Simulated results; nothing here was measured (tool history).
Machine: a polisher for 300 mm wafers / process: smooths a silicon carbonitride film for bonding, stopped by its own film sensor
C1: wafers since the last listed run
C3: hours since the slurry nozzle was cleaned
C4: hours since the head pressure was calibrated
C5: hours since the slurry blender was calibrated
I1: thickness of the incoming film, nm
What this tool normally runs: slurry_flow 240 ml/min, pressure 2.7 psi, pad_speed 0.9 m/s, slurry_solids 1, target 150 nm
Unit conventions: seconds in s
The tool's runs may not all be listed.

Run 1, hour 0: usual settings; C1 0; wafers polished on this pad 1897; C3 61.5; C4 553.1; C5 46.8; I1 172.4. Result: seconds 58.1 s.
At hour 31.7: worn pad replaced by a new one.
Run 2, hour 69.9: usual settings; C1 796; wafers polished on this pad 462; C3 131.4; C4 623; C5 116.7; I1 167.2. Result: seconds 46.3 s.
Run 3, hour 121.7: usual settings; C1 626; wafers polished on this pad 1088; C3 183.2; C4 674.8; C5 168.5; I1 173.3. Result: seconds 61.5 s.
At hour 184.6: worn pad replaced by a new one.
Run 4, hour 191.7: usual settings; C1 797; wafers polished on this pad 85; C3 253.2; C4 744.8; C5 238.5; I1 171.7. Result: seconds 58.4 s.
Run 5, hour 227.9: usual settings but slurry_flow 175 ml/min; C1 437; wafers polished on this pad 523; C3 289.4; C4 781; C5 274.7; I1 168.2. Result: seconds 52.6 s.
At hour 243.2: slurry blender recalibrated.
At hour 272.7: slurry nozzle cleaned.
Run 6, hour 297.6: usual settings; C1 806; wafers polished on this pad 1329; C3 24.9; C4 850.7; C5 54.4; I1 171.5. Result: seconds 56.1 s.
At hour 334.8: worn pad replaced by a new one.
Run 7, hour 368.3: usual settings but pad_speed 1.04 m/s, target 154 nm; C1 806; wafers polished on this pad 404; C3 95.6; C4 921.4; C5 125.1; I1 173. Result: seconds 44.6 s.
Run 8, hour 405: usual settings but slurry_solids 0.9; C1 443; wafers polished on this pad 848; C3 132.3; C4 958.1; C5 161.8; I1 167.7. Result: seconds 48.7 s.
Run 9, hour 464.6: usual settings but slurry_flow 180 ml/min, target 152 nm; C1 720; wafers polished on this pad 1569; C3 191.9; C4 1017.7; C5 221.4; I1 172.1. Result: seconds 56 s.
At hour 523.6: worn pad replaced by a new one.
Run 10, hour 524.1: usual settings but slurry_solids 0.75; C1 671; wafers polished on this pad 6; C3 251.4; C4 1077.2; C5 280.9; I1 171.3. Result: seconds 63.7 s.
At hour 527.3: slurry blender recalibrated.
Run 11, hour 573.3: usual settings but pressure 3.4 psi, pad_speed 0.64 m/s, slurry_solids 0.9, target 148 nm; C1 570; wafers polished on this pad 577; C3 300.6; C4 1126.4; C5 46; I1 170.4. Result: seconds 67 s.
At hour 587.8: slurry nozzle cleaned.
Run 12, hour 622.7: usual settings but slurry_flow 185 ml/min, pad_speed 0.62 m/s, target 155 nm; C1 585; wafers polished on this pad 1162; C3 34.9; C4 1175.8; C5 95.4; I1 169.4. Result: seconds 51.9 s.
Run 13, hour 657.8: usual settings but slurry_flow 290 ml/min; C1 424; wafers polished on this pad 1586; C3 70; C4 1210.9; C5 130.5; I1 170.1. Result: seconds 52.8 s.
At hour 660: head pressure recalibrated.
Run 14, hour 710.2: usual settings but pad_speed 0.64 m/s; C1 609; wafers polished on this pad 2196; C3 122.4; C4 50.2; C5 182.9; I1 169. Result: seconds 66.8 s.
At hour 719.3: worn pad replaced by a new one.
Run 15, hour 762.4: usual settings but slurry_flow 320 ml/min, pressure 3.3 psi; C1 582; wafers polished on this pad 521; C3 174.6; C4 102.4; C5 235.1; I1 168.7. Result: seconds 40.1 s.
Run 16, hour 811.5: usual settings; C1 593; wafers polished on this pad 1115; C3 223.7; C4 151.5; C5 284.2; I1 167. Result: seconds 45.6 s.
Run 17, hour 860.2: usual settings but pressure 2.1 psi; C1 588; wafers polished on this pad 1704; C3 272.4; C4 200.2; C5 332.9; I1 167.5. Result: seconds 62.3 s.

Branching from run 17: 3 alternative next runs. What would each branch give?
Run A, hour 860.6: usual settings; C1 4; wafers polished on this pad 1709; C3 272.8; C4 200.6; C5 333.3; I1 168.5. Result: seconds ?.
Run B, hour 860.6: usual settings but pad_speed 1.2 m/s, target 153 nm; C1 4; wafers polished on this pad 1709; C3 272.8; C4 200.6; C5 333.3; I1 168.5. Result: seconds ?.
Run C, hour 860.6: usual settings but slurry_flow 165 ml/min, pad_speed 0.8 m/s, slurry_solids 1.1, target 157 nm; C1 4; wafers polished on this pad 1709; C3 272.8; C4 200.6; C5 333.3; I1 168.5. Result: seconds ?.

run  seconds
  A     50.3
  B     33.6
  C     35.3
With the hidden condition removed and each run's random variation left untouched, the same runs would have given:
run  seconds
  A     48.3
  B     32.3
  C     33.4
